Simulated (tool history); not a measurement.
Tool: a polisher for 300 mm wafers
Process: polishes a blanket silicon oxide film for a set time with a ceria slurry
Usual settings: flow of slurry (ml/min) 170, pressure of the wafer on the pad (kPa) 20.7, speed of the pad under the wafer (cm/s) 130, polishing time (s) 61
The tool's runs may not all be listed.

run	hour	flow of slurry (ml/min)	pressure of the wafer on the pad (kPa)	speed of the pad under the wafer (cm/s)	polishing time (s)	incoming thickness of the incoming film, nm	film removed (nm)
1	0	170	17.2	156	61	1472.8	446.4
2	26.1	170	17.2	156	61	1499	442.5
3	48.1	170	20.7	130	52	1480	382
4	68.5	170	20.7	130	52	1489.4	388.4
# hour 90: worn pad replaced by a new one
5	90.5	170	20.7	130	52	1492.1	384.4
# hour 124.3: head pressure recalibrated
6	124.8	170	20.7	130	61	1482.1	400.4
7	137.2	170	20.7	130	61	1475.9	399.5

Run 8 comes next. What will it give?
8	152.9	170	20.7	130	61	1502.2	?

film removed (nm): 394.6
Without the tool's hidden state the same run would have given film removed (nm) 393.8.
